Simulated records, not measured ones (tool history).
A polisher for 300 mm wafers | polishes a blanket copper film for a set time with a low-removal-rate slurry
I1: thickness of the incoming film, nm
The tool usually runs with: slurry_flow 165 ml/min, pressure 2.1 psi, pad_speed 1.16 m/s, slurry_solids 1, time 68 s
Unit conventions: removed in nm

{"run": 1, "hour": 0.0, "slurry_flow": 165, "pressure": 2.1, "pad_speed": 1.16, "slurry_solids": 1, "time": 61, "I1": 1071.7, "removed": 151.5}
{"run": 2, "hour": 15.7, "slurry_flow": 165, "pressure": 2.1, "pad_speed": 1.16, "slurry_solids": 1, "time": 61, "I1": 1046.5, "removed": 148.4}
{"run": 3, "hour": 35.2, "slurry_flow": 165, "pressure": 2.1, "pad_speed": 1.16, "slurry_solids": 0.85, "time": 68, "I1": 1074.5, "removed": 159.2}
{"run": 4, "hour": 66.0, "slurry_flow": 165, "pressure": 2.1, "pad_speed": 1.16, "slurry_solids": 0.85, "time": 68, "I1": 1054.8, "removed": 160.1}
{"hour": 72.1, "done": "slurry blender recalibrated"}
{"run": 5, "hour": 87.4, "slurry_flow": 165, "pressure": 2.6, "pad_speed": 1.34, "slurry_solids": 1, "time": 68, "I1": 1071.8, "removed": 254.4}
{"hour": 93.6, "done": "slurry nozzle cleaned"}
{"run": 6, "hour": 106.9, "slurry_flow": 165, "pressure": 2.6, "pad_speed": 1.34, "slurry_solids": 1, "time": 68, "I1": 1054.9, "removed": 248.7}
{"hour": 121.6, "done": "worn pad replaced by a new one"}
{"run": 7, "hour": 169.0, "slurry_flow": 165, "pressure": 2.1, "pad_speed": 1.16, "slurry_solids": 1, "time": 68, "I1": 1059.2, "removed": 168.5}
{"run": 8, "hour": 211.2, "slurry_flow": 165, "pressure": 2.1, "pad_speed": 1.16, "slurry_solids": 1, "time": 68, "I1": 1087.1, "removed": 166.9}
{"hour": 223.5, "done": "head pressure recalibrated"}
{"run": 9, "hour": 232.5, "slurry_flow": 165, "pressure": 2.1, "pad_speed": 1.16, "slurry_solids": 1, "time": 68, "I1": 1074.6, "removed": 164.8}
{"run": 10, "hour": 253.1, "slurry_flow": 165, "pressure": 2.1, "pad_speed": 1.16, "slurry_solids": 1, "time": 68, "I1": 1073.1, "removed": 165}
{"hour": 256.5, "done": "slurry blender recalibrated"}
{"run": 11, "hour": 265.6, "slurry_flow": 165, "pressure": 2.1, "pad_speed": 1.16, "slurry_solids": 1, "time": 68, "I1": 1087.6, "removed": 177.6}
{"run": 12, "hour": 283.7, "slurry_flow": 165, "pressure": 2.4, "pad_speed": 1.02, "slurry_solids": 1.3, "time": 90, "I1": 1061.5, "removed": 251.9}
{"run": 13, "hour": 296.6, "slurry_flow": 165, "pressure": 2.4, "pad_speed": 1.16, "slurry_solids": 1, "time": 68, "I1": 1059.4, "removed": 197.3}
{"run": 14, "hour": 314.6, "slurry_flow": 165, "pressure": 2.1, "pad_speed": 1.16, "slurry_solids": 1, "time": 81, "I1": 1060.9, "removed": 200.8}
{"hour": 325.3, "done": "worn pad replaced by a new one"}
{"run": 15, "hour": 328.2, "slurry_flow": 165, "pressure": 2.4, "pad_speed": 0.96, "slurry_solids": 1, "time": 68, "I1": 1068.2, "removed": 161.3}
{"run": 16, "hour": 349.0, "slurry_flow": 220, "pressure": 2.1, "pad_speed": 0.86, "slurry_solids": 1.1, "time": 58, "I1": 1060.7, "removed": 114}
{"run": 17, "hour": 379.2, "slurry_flow": 165, "pressure": 2.1, "pad_speed": 0.88, "slurry_solids": 1, "time": 68, "I1": 1073.5, "removed": 126.7}
{"run": 18, "hour": 407.6, "slurry_flow": 165, "pressure": 2.1, "pad_speed": 1.16, "slurry_solids": 1, "time": 68, "I1": 1074.2, "removed": 165.3}
{"run": 19, "hour": 432.2, "slurry_flow": 185, "pressure": 2.1, "pad_speed": 1.16, "slurry_solids": 1.2, "time": 68, "I1": 1092.3, "removed": 177.1}
{"run": 20, "hour": 462.4, "slurry_flow": 165, "pressure": 2.1, "pad_speed": 0.88, "slurry_solids": 1.15, "time": 68, "I1": 1081.4, "removed": 129.3}
{"hour": 464.6, "done": "slurry blender recalibrated"}
{"hour": 472.8, "done": "slurry nozzle cleaned"}
{"run": 21, "hour": 480.7, "slurry_flow": 165, "pressure": 2.1, "pad_speed": 1.16, "slurry_solids": 1, "time": 68, "I1": 1070.2, "removed": 177.7}
{"run": 22, "hour": 527.8, "slurry_flow": 200, "pressure": 2.1, "pad_speed": 0.98, "slurry_solids": 0.75, "time": 68, "I1": 1064.1, "removed": 136.1}
{"hour": 555.9, "done": "worn pad replaced by a new one"}
{"run": 23, "hour": 574.5, "slurry_flow": 165, "pressure": 2.1, "pad_speed": 1.16, "slurry_solids": 1, "time": 68, "I1": 1085.5, "removed": 169.2}
{"run": 24, "hour": 601.2, "slurry_flow": 220, "pressure": 2.1, "pad_speed": 0.92, "slurry_solids": 1, "time": 50, "I1": 1061.3, "removed": 101.5}
{"run": 25, "hour": 619.8, "slurry_flow": 165, "pressure": 1.9, "pad_speed": 1.16, "slurry_solids": 1, "time": 47, "I1": 1065.1, "removed": 104.2}
{"run": 26, "hour": 653.0, "slurry_flow": 165, "pressure": 2.1, "pad_speed": 1.02, "slurry_solids": 0.75, "time": 90, "I1": 1049.8, "removed": 176}
{"hour": 656.0, "done": "slurry blender recalibrated"}
{"run": 27, "hour": 680.8, "slurry_flow": 130, "pressure": 2.4, "pad_speed": 1.16, "slurry_solids": 1, "time": 68, "I1": 1081.7, "removed": 190.8}
{"hour": 708.3, "done": "head pressure recalibrated"}
{"run": 28, "hour": 714.3, "slurry_flow": 165, "pressure": 2.3, "pad_speed": 1.16, "slurry_solids": 1, "time": 89, "I1": 1056.6, "removed": 243.6}
{"run": 29, "hour": 731.9, "slurry_flow": 165, "pressure": 2.1, "pad_speed": 1.16, "slurry_solids": 1, "time": 68, "I1": 1066.4, "removed": 169.3}
{"hour": 751.8, "done": "worn pad replaced by a new one"}
{"run": 30, "hour": 817.9, "slurry_flow": 115, "pressure": 2.1, "pad_speed": 1.16, "slurry_solids": 0.85, "time": 68, "I1": 1072, "removed": 146.7}
{"run": 31, "hour": 843.7, "slurry_flow": 165, "pressure": 2.1, "pad_speed": 0.8, "slurry_solids": 1, "time": 68, "I1": 1073.9, "removed": 113.2}

Below are 3 alternative next runs, each starting from the tool's condition after run 31. Predict each:
{"run": "A", "hour": 844.1, "slurry_flow": 165, "pressure": 2.1, "pad_speed": 0.82, "slurry_solids": 1, "time": 68, "I1": 1073.9, "removed": "?"}
{"run": "B", "hour": 844.1, "slurry_flow": 165, "pressure": 1.6, "pad_speed": 1.54, "slurry_solids": 0.85, "time": 68, "I1": 1073.9, "removed": "?"}
{"run": "C", "hour": 844.1, "slurry_flow": 165, "pressure": 2.8, "pad_speed": 0.88, "slurry_solids": 0.85, "time": 51, "I1": 1073.9, "removed": "?"}

run=A removed=117.1
run=B removed=159.7
run=C removed=119.8
Had the tool no hidden state, the same runs would have come out as:
run=A removed=128.1
run=B removed=174.2
run=C removed=130.6

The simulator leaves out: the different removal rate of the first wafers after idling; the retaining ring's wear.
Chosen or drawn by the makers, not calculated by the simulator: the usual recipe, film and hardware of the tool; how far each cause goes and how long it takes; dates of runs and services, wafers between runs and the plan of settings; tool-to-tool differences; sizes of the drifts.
